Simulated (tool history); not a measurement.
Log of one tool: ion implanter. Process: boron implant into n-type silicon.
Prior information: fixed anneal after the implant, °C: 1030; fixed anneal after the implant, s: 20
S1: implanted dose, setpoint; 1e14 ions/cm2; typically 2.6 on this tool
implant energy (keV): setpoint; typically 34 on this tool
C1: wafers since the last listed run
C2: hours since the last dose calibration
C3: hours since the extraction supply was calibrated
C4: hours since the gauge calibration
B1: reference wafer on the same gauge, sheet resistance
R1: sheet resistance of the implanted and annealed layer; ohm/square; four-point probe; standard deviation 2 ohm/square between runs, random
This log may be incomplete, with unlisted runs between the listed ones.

{"run": 1, "day": 0.0, "S1": 3.12, "implant energy (keV)": 34, "C1": 0, "C2": 1698, "C3": 1202.1, "C4": 2308.5, "B1": 347.57, "R1": 299.88}
{"run": 2, "day": 2.279, "S1": 3.12, "implant energy (keV)": 34, "C1": 928, "C2": 1752.7, "C3": 1256.8, "C4": 2363.2, "B1": 348.91, "R1": 298.4}
{"run": 3, "day": 4.583, "S1": 2.6, "implant energy (keV)": 34, "C1": 938, "C2": 1808, "C3": 1312.1, "C4": 2418.5, "B1": 349.22, "R1": 349.13}
{"run": 4, "day": 7.229, "S1": 1.99, "implant energy (keV)": 27, "C1": 1077, "C2": 1871.5, "C3": 1375.6, "C4": 2482, "B1": 349.37, "R1": 441.38}
{"run": 5, "day": 9.567, "S1": 1.99, "implant energy (keV)": 27, "C1": 952, "C2": 1927.6, "C3": 1431.7, "C4": 2538.1, "B1": 348.77, "R1": 444.92}
{"run": 6, "day": 11.071, "S1": 1.99, "implant energy (keV)": 27, "C1": 612, "C2": 1963.7, "C3": 1467.8, "C4": 2574.2, "B1": 349.1, "R1": 435.18}
{"run": 7, "day": 17.171, "S1": 2.25, "implant energy (keV)": 41.5, "C1": 2484, "C2": 2110.1, "C3": 1614.2, "C4": 2720.6, "B1": 349.79, "R1": 378.28}
{"run": 8, "day": 19.408, "S1": 2.25, "implant energy (keV)": 41.5, "C1": 911, "C2": 2163.8, "C3": 1667.9, "C4": 2774.3, "B1": 347.8, "R1": 377.12}
{"run": 9, "day": 22.112, "S1": 2.25, "implant energy (keV)": 41.5, "C1": 1101, "C2": 2228.7, "C3": 1732.8, "C4": 2839.2, "B1": 348.74, "R1": 379.21}
{"day": 22.921, "done": "gauge calibrated"}
{"run": 10, "day": 23.408, "S1": 2.31, "implant energy (keV)": 27, "C1": 527, "C2": 2259.8, "C3": 1763.9, "C4": 11.7, "B1": 348.87, "R1": 393.56}
{"run": 11, "day": 25.633, "S1": 2.95, "implant energy (keV)": 34, "C1": 906, "C2": 2313.2, "C3": 1817.3, "C4": 65.1, "B1": 349.19, "R1": 313.31}
{"day": 33.596, "done": "Faraday cup replaced and dose calibrated"}
{"run": 12, "day": 33.808, "S1": 2.95, "implant energy (keV)": 34, "C1": 3193, "C2": 5.1, "C3": 2013.5, "C4": 261.3, "B1": 348.87, "R1": 326.37}
{"run": 13, "day": 35.538, "S1": 2.6, "implant energy (keV)": 34, "C1": 704, "C2": 46.6, "C3": 2055, "C4": 302.8, "B1": 349.14, "R1": 359.18}
{"run": 14, "day": 37.804, "S1": 1.85, "implant energy (keV)": 45.5, "C1": 923, "C2": 101, "C3": 2109.4, "C4": 357.2, "B1": 349.51, "R1": 445.6}
{"run": 15, "day": 40.779, "S1": 2.6, "implant energy (keV)": 34, "C1": 1211, "C2": 172.4, "C3": 2180.8, "C4": 428.6, "B1": 348, "R1": 353.92}
{"run": 16, "day": 44.258, "S1": 2.6, "implant energy (keV)": 45, "C1": 1417, "C2": 255.9, "C3": 2264.3, "C4": 512.1, "B1": 349.13, "R1": 342.84}
{"run": 17, "day": 46.067, "S1": 2.36, "implant energy (keV)": 30.5, "C1": 736, "C2": 299.3, "C3": 2307.7, "C4": 555.5, "B1": 348.52, "R1": 385.49}
{"run": 18, "day": 47.35, "S1": 2.6, "implant energy (keV)": 40.5, "C1": 522, "C2": 330.1, "C3": 2338.5, "C4": 586.3, "B1": 349.3, "R1": 348.49}
{"run": 19, "day": 48.879, "S1": 2.13, "implant energy (keV)": 38.5, "C1": 622, "C2": 366.8, "C3": 2375.2, "C4": 623, "B1": 349, "R1": 404.97}
{"run": 20, "day": 50.333, "S1": 2.17, "implant energy (keV)": 30.5, "C1": 592, "C2": 401.7, "C3": 2410.1, "C4": 657.9, "B1": 349.51, "R1": 413.69}
{"day": 51.458, "done": "extraction supply calibrated"}
{"run": 21, "day": 52.425, "S1": 3.12, "implant energy (keV)": 40.5, "C1": 716, "C2": 451.9, "C3": 23.2, "C4": 708.1, "B1": 350.18, "R1": 300.14}
{"run": 22, "day": 53.858, "S1": 2.6, "implant energy (keV)": 34, "C1": 583, "C2": 486.3, "C3": 57.6, "C4": 742.5, "B1": 349.28, "R1": 355.59}
{"run": 23, "day": 54.95, "S1": 2.09, "implant energy (keV)": 24, "C1": 444, "C2": 512.5, "C3": 83.8, "C4": 768.7, "B1": 348.84, "R1": 437.44}
{"run": 24, "day": 57.258, "S1": 2.95, "implant energy (keV)": 34, "C1": 940, "C2": 567.9, "C3": 139.2, "C4": 824.1, "B1": 348.58, "R1": 317.48}
{"run": 25, "day": 58.267, "S1": 2.81, "implant energy (keV)": 34, "C1": 410, "C2": 592.1, "C3": 163.4, "C4": 848.3, "B1": 349.26, "R1": 328.71}
{"run": 26, "day": 59.517, "S1": 2.6, "implant energy (keV)": 27.5, "C1": 509, "C2": 622.1, "C3": 193.4, "C4": 878.3, "B1": 348.95, "R1": 361.11}
{"run": 27, "day": 60.929, "S1": 2.08, "implant energy (keV)": 34, "C1": 575, "C2": 656, "C3": 227.3, "C4": 912.2, "B1": 349.09, "R1": 422.93}
{"run": 28, "day": 62.179, "S1": 1.96, "implant energy (keV)": 42, "C1": 509, "C2": 686, "C3": 257.3, "C4": 942.2, "B1": 347.57, "R1": 429.4}
{"run": 29, "day": 63.417, "S1": 2.17, "implant energy (keV)": 43.5, "C1": 504, "C2": 715.7, "C3": 287, "C4": 971.9, "B1": 348.26, "R1": 390.27}
{"run": 30, "day": 65.408, "S1": 2.6, "implant energy (keV)": 34, "C1": 811, "C2": 763.5, "C3": 334.8, "C4": 1019.7, "B1": 349.36, "R1": 351.27}
{"run": 31, "day": 67.617, "S1": 2.6, "implant energy (keV)": 38.5, "C1": 899, "C2": 816.5, "C3": 387.8, "C4": 1072.7, "B1": 349.41, "R1": 344.04}
{"run": 32, "day": 69.662, "S1": 2.99, "implant energy (keV)": 22, "C1": 833, "C2": 865.6, "C3": 436.9, "C4": 1121.8, "B1": 348.63, "R1": 326.13}
{"run": 33, "day": 71.217, "S1": 2.6, "implant energy (keV)": 34, "C1": 633, "C2": 902.9, "C3": 474.2, "C4": 1159.1, "B1": 349.96, "R1": 350.7}
{"run": 34, "day": 74.1, "S1": 2.6, "implant energy (keV)": 34, "C1": 1174, "C2": 972.1, "C3": 543.4, "C4": 1228.3, "B1": 348.74, "R1": 346.22}
{"run": 35, "day": 75.367, "S1": 2.24, "implant energy (keV)": 29, "C1": 515, "C2": 1002.5, "C3": 573.8, "C4": 1258.7, "B1": 348.81, "R1": 398.67}
{"run": 36, "day": 78.15, "S1": 2.6, "implant energy (keV)": 40.5, "C1": 1133, "C2": 1069.3, "C3": 640.6, "C4": 1325.5, "B1": 349.01, "R1": 341.74}

Take each entry between the runs: how does the hidden state at the last listed run before it differ from the hidden state at the first listed run after it?
Logged between run 9 and run 10: gauge calibrated (day 22.921)
  deviation of the true dose from the Faraday cup's reading, %: 3.89 -> 3.9
  measured value less the no-hidden-state value, R1: -11.34 -> -12.27 ohm/square
Logged between run 11 and run 12: Faraday cup replaced and dose calibrated (day 33.596)
  deviation of the true dose from the Faraday cup's reading, %: 3.92 -> -0.538
  measured value less the no-hidden-state value, R1: -9.87 -> +1.42 ohm/square
Logged between run 20 and run 21: extraction supply calibrated (day 51.458)
  deviation of the true dose from the Faraday cup's reading, %: 1.48 -> 1.67
  measured value less the no-hidden-state value, R1: -4.82 -> -4.04 ohm/square

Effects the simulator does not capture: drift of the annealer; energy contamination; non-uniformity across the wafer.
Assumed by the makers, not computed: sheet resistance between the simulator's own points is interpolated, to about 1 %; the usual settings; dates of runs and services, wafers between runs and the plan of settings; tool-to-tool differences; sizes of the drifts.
